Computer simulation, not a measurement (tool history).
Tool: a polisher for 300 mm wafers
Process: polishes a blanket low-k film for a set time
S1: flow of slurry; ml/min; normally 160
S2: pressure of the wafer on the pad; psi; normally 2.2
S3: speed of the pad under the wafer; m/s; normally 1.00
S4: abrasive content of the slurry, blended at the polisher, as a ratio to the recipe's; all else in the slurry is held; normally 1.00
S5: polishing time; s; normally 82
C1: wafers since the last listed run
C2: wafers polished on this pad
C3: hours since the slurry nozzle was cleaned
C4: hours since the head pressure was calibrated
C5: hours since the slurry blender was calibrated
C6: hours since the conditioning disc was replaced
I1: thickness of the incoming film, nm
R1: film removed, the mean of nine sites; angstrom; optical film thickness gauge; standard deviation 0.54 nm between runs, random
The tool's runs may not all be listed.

{"run": 1, "hour": 0.0, "S1": 160, "S2": 2.2, "S3": 1.0, "S4": 0.8, "S5": 82, "C1": 0, "C2": 1069, "C3": 253.6, "C4": 244.6, "C5": 247.6, "C6": 179.6, "I1": 315.3, "R1": 339}
{"hour": 0.7, "done": "slurry blender recalibrated"}
{"hour": 6.5, "done": "worn pad replaced by a new one"}
{"run": 2, "hour": 30.0, "S1": 160, "S2": 2.2, "S3": 1.0, "S4": 0.8, "S5": 82, "C1": 236, "C2": 219, "C3": 283.6, "C4": 274.6, "C5": 29.3, "C6": 209.6, "I1": 314.9, "R1": 351}
{"hour": 58.0, "done": "conditioning disc replaced and pad reconditioned"}
{"run": 3, "hour": 58.5, "S1": 160, "S2": 2.2, "S3": 1.0, "S4": 1.0, "S5": 82, "C1": 247, "C2": 467, "C3": 312.1, "C4": 303.1, "C5": 57.8, "C6": 0.5, "I1": 319.9, "R1": 442}
{"run": 4, "hour": 75.0, "S1": 160, "S2": 2.2, "S3": 1.0, "S4": 1.0, "S5": 82, "C1": 154, "C2": 621, "C3": 328.6, "C4": 319.6, "C5": 74.3, "C6": 17.0, "I1": 317.1, "R1": 436}
{"run": 5, "hour": 98.3, "S1": 160, "S2": 2.2, "S3": 1.0, "S4": 1.0, "S5": 82, "C1": 217, "C2": 839, "C3": 351.9, "C4": 342.9, "C5": 97.6, "C6": 40.3, "I1": 323.8, "R1": 437}
{"hour": 119.8, "done": "worn pad replaced by a new one"}
{"run": 6, "hour": 121.9, "S1": 160, "S2": 2.2, "S3": 1.0, "S4": 1.0, "S5": 82, "C1": 183, "C2": 19, "C3": 375.5, "C4": 366.5, "C5": 121.2, "C6": 63.9, "I1": 325.4, "R1": 425}
{"run": 7, "hour": 152.5, "S1": 160, "S2": 2.2, "S3": 1.0, "S4": 1.0, "S5": 82, "C1": 286, "C2": 305, "C3": 406.1, "C4": 397.1, "C5": 151.8, "C6": 94.5, "I1": 315.4, "R1": 424}
{"run": 8, "hour": 178.4, "S1": 160, "S2": 2.2, "S3": 1.0, "S4": 1.0, "S5": 82, "C1": 242, "C2": 547, "C3": 432.0, "C4": 423.0, "C5": 177.7, "C6": 120.4, "I1": 323.9, "R1": 412}
{"run": 9, "hour": 200.6, "S1": 160, "S2": 2.2, "S3": 1.0, "S4": 1.0, "S5": 82, "C1": 207, "C2": 755, "C3": 454.2, "C4": 445.2, "C5": 199.9, "C6": 142.6, "I1": 326.8, "R1": 412}
{"run": 10, "hour": 225.6, "S1": 160, "S2": 2.2, "S3": 1.0, "S4": 1.0, "S5": 82, "C1": 233, "C2": 989, "C3": 479.2, "C4": 470.2, "C5": 224.9, "C6": 167.6, "I1": 317.9, "R1": 406}
{"hour": 241.8, "done": "worn pad replaced by a new one"}
{"run": 11, "hour": 242.3, "S1": 160, "S2": 2.7, "S3": 1.0, "S4": 1.0, "S5": 82, "C1": 118, "C2": 5, "C3": 495.9, "C4": 486.9, "C5": 241.6, "C6": 184.3, "I1": 323.8, "R1": 465}
{"hour": 263.3, "done": "conditioning disc replaced and pad reconditioned"}
{"run": 12, "hour": 272.1, "S1": 160, "S2": 2.2, "S3": 1.0, "S4": 1.0, "S5": 94, "C1": 260, "C2": 265, "C3": 525.7, "C4": 516.7, "C5": 271.4, "C6": 8.8, "I1": 321.5, "R1": 489}
{"hour": 290.9, "done": "head pressure recalibrated"}
{"run": 13, "hour": 300.7, "S1": 160, "S2": 2.2, "S3": 1.0, "S4": 1.0, "S5": 94, "C1": 248, "C2": 513, "C3": 554.3, "C4": 9.8, "C5": 300.0, "C6": 37.4, "I1": 317.4, "R1": 487}
{"hour": 304.9, "done": "slurry blender recalibrated"}
{"run": 14, "hour": 329.3, "S1": 160, "S2": 2.2, "S3": 0.74, "S4": 1.2, "S5": 104, "C1": 248, "C2": 762, "C3": 582.9, "C4": 38.4, "C5": 24.4, "C6": 66.0, "I1": 320.1, "R1": 501}
{"hour": 332.0, "done": "slurry nozzle cleaned"}
{"run": 15, "hour": 351.7, "S1": 115, "S2": 1.6, "S3": 1.0, "S4": 1.0, "S5": 82, "C1": 200, "C2": 962, "C3": 19.7, "C4": 60.8, "C5": 46.8, "C6": 88.4, "I1": 319.1, "R1": 336}
{"run": 16, "hour": 370.4, "S1": 180, "S2": 2.8, "S3": 0.72, "S4": 1.1, "S5": 82, "C1": 174, "C2": 1137, "C3": 38.4, "C4": 79.5, "C5": 65.5, "C6": 107.1, "I1": 323.7, "R1": 445}
{"hour": 377.0, "done": "worn pad replaced by a new one"}
{"run": 17, "hour": 398.8, "S1": 160, "S2": 2.2, "S3": 1.12, "S4": 1.0, "S5": 82, "C1": 228, "C2": 203, "C3": 66.8, "C4": 107.9, "C5": 93.9, "C6": 135.5, "I1": 316.9, "R1": 448}
{"run": 18, "hour": 412.9, "S1": 160, "S2": 2.0, "S3": 1.0, "S4": 1.0, "S5": 58, "C1": 131, "C2": 335, "C3": 80.9, "C4": 122.0, "C5": 108.0, "C6": 149.6, "I1": 324.1, "R1": 278}
{"run": 19, "hour": 427.0, "S1": 160, "S2": 2.2, "S3": 1.0, "S4": 1.0, "S5": 82, "C1": 131, "C2": 467, "C3": 95.0, "C4": 136.1, "C5": 122.1, "C6": 163.7, "I1": 319.5, "R1": 417}
{"run": 20, "hour": 441.2, "S1": 160, "S2": 2.2, "S3": 1.0, "S4": 1.1, "S5": 55, "C1": 132, "C2": 600, "C3": 109.2, "C4": 150.3, "C5": 136.3, "C6": 177.9, "I1": 317.1, "R1": 299}
{"hour": 466.1, "done": "conditioning disc replaced and pad reconditioned"}
{"run": 21, "hour": 472.2, "S1": 160, "S2": 2.2, "S3": 1.0, "S4": 1.0, "S5": 82, "C1": 271, "C2": 871, "C3": 140.2, "C4": 181.3, "C5": 167.3, "C6": 6.1, "I1": 319.9, "R1": 445}
{"run": 22, "hour": 490.8, "S1": 160, "S2": 2.2, "S3": 0.84, "S4": 1.3, "S5": 82, "C1": 173, "C2": 1045, "C3": 158.8, "C4": 199.9, "C5": 185.9, "C6": 24.7, "I1": 323.3, "R1": 445}
{"hour": 509.7, "done": "worn pad replaced by a new one"}
{"run": 23, "hour": 518.8, "S1": 160, "S2": 2.2, "S3": 1.12, "S4": 1.0, "S5": 82, "C1": 224, "C2": 84, "C3": 186.8, "C4": 227.9, "C5": 213.9, "C6": 52.7, "I1": 320.6, "R1": 454}
{"run": 24, "hour": 547.5, "S1": 160, "S2": 2.2, "S3": 1.0, "S4": 0.85, "S5": 68, "C1": 268, "C2": 353, "C3": 215.5, "C4": 256.6, "C5": 242.6, "C6": 81.4, "I1": 318.6, "R1": 315}
{"run": 25, "hour": 569.0, "S1": 140, "S2": 2.4, "S3": 1.16, "S4": 1.0, "S5": 61, "C1": 201, "C2": 554, "C3": 237.0, "C4": 278.1, "C5": 264.1, "C6": 102.9, "I1": 321.7, "R1": 360}
{"hour": 591.3, "done": "slurry blender recalibrated"}
{"run": 26, "hour": 596.8, "S1": 125, "S2": 2.7, "S3": 1.3, "S4": 0.7, "S5": 82, "C1": 241, "C2": 795, "C3": 264.8, "C4": 305.9, "C5": 5.5, "C6": 130.7, "I1": 321.6, "R1": 444}

For each run, what was the tool's unlogged condition?
removal rate lost through wear of the pad, %: 0, the same for each run
slurry flow missing at the pad, %: 0, the same for each run
deviation of the head's pressure from its setpoint, %: 0, the same for each run
H1: abrasive missing from the slurry, %
H2: time polished since the conditioner stopped cutting, s
run=1 H1=6.94 H2=160
run=2 H1=1.36 H2=183
run=3 H1=2.12 H2=25.4
run=4 H1=2.56 H2=38.3
run=5 H1=3.18 H2=56.5
run=6 H1=3.81 H2=75
run=7 H1=4.63 H2=99
run=8 H1=5.32 H2=119
run=9 H1=5.91 H2=137
run=10 H1=6.58 H2=156
run=11 H1=7.02 H2=169
run=12 H1=7.82 H2=23.5
run=13 H1=8.58 H2=45.9
run=14 H1=0.843 H2=68.3
run=15 H1=1.44 H2=85.8
run=16 H1=1.94 H2=100
run=17 H1=2.7 H2=123
run=18 H1=3.07 H2=134
run=19 H1=3.45 H2=145
run=20 H1=3.83 H2=156
run=21 H1=4.65 H2=13.9
run=22 H1=5.15 H2=28.5
run=23 H1=5.89 H2=50.4
run=24 H1=6.66 H2=72.9
run=25 H1=7.23 H2=89.7
run=26 H1=0.627 H2=112
